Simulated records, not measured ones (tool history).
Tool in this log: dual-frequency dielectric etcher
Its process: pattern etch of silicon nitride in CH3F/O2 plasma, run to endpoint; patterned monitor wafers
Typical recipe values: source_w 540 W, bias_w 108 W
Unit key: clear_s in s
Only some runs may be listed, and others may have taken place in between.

| run | hour | source_w | bias_w | wafers since the last listed run | hours since the last wet clean | hours since the last source power generator calibration | hours since the last bias power generator calibration | hours since the last upper electrode change | incoming incoming film thickness, nm | clear_s |
|---|---|---|---|---|---|---|---|---|---|---|
| 1 | 0 | 540 | 108 | 0 | 315.4 | 1972.8 | 4918.3 | 4278.2 | 99 | 84.9 |
| 2 | 28.2 | 540 | 108 | 168 | 343.6 | 2001 | 4946.5 | 4306.4 | 100.2 | 85.9 |
| 3 | 60.7 | 540 | 108 | 194 | 376.1 | 2033.5 | 4979 | 4338.9 | 99.4 | 86.2 |
| 4 | 143.9 | 540 | 108 | 497 | 459.3 | 2116.7 | 5062.2 | 4422.1 | 97.3 | 84.4 |
|  | 163.3 | source power generator calibrated |
|  | 177.6 | wet clean of the chamber |
| 5 | 178.1 | 540 | 108 | 95 | 0.5 | 14.8 | 5096.4 | 4456.3 | 99.4 | 83.3 |
|  | 183 | bias power generator calibrated |
| 6 | 184 | 540 | 108 | 11 | 6.4 | 20.7 | 1 | 4462.2 | 99 | 83.2 |
|  | 210.1 | upper electrode replaced |
| 7 | 210.6 | 540 | 108 | 15 | 33 | 47.3 | 27.6 | 0.5 | 99 | 83 |
| 8 | 221.2 | 540 | 108 | 63 | 43.6 | 57.9 | 38.2 | 11.1 | 98.7 | 83.1 |
| 9 | 252 | 540 | 100 | 184 | 74.4 | 88.7 | 69 | 41.9 | 99.3 | 86.6 |
| 10 | 284.3 | 450 | 82 | 193 | 106.7 | 121 | 101.3 | 74.2 | 99.2 | 104.3 |
| 11 | 308 | 410 | 108 | 141 | 130.4 | 144.7 | 125 | 97.9 | 99 | 96.6 |
| 12 | 321.6 | 650 | 83 | 81 | 144 | 158.3 | 138.6 | 111.5 | 99.7 | 86.1 |
| 13 | 348.2 | 600 | 126 | 159 | 170.6 | 184.9 | 165.2 | 138.1 | 98.3 | 73.6 |
| 14 | 366.5 | 430 | 82 | 109 | 188.9 | 203.2 | 183.5 | 156.4 | 98.7 | 107.3 |
| 15 | 400.1 | 470 | 108 | 201 | 222.5 | 236.8 | 217.1 | 190 | 99.3 | 90 |
| 16 | 428.6 | 540 | 108 | 170 | 251 | 265.3 | 245.6 | 218.5 | 99.9 | 84.8 |
| 17 | 451.7 | 500 | 101 | 138 | 274.1 | 288.4 | 268.7 | 241.6 | 98.9 | 90.5 |
| 18 | 478.8 | 540 | 108 | 162 | 301.2 | 315.5 | 295.8 | 268.7 | 99.1 | 84.5 |

Forecast each of these 5 alternatives for the next run:
| A | 479.3 | 670 | 108 | 2 | 301.7 | 316 | 296.3 | 269.2 | 99.8 | ? |
| B | 479.3 | 540 | 82 | 2 | 301.7 | 316 | 296.3 | 269.2 | 99.8 | ? |
| C | 479.3 | 450 | 87 | 2 | 301.7 | 316 | 296.3 | 269.2 | 99.8 | ? |
| D | 479.3 | 460 | 108 | 2 | 301.7 | 316 | 296.3 | 269.2 | 99.8 | ? |
| E | 479.3 | 420 | 108 | 2 | 301.7 | 316 | 296.3 | 269.2 | 99.8 | ? |

| run | clear_s |
|---|---|
| A | 76.8 |
| B | 96.4 |
| C | 103.6 |
| D | 92.9 |
| E | 97.7 |
Without the tool's unlogged condition, the same runs would have read:
| run | clear_s |
|---|---|
| A | 75.9 |
| B | 95.3 |
| C | 102.4 |
| D | 91.8 |
| E | 96.6 |

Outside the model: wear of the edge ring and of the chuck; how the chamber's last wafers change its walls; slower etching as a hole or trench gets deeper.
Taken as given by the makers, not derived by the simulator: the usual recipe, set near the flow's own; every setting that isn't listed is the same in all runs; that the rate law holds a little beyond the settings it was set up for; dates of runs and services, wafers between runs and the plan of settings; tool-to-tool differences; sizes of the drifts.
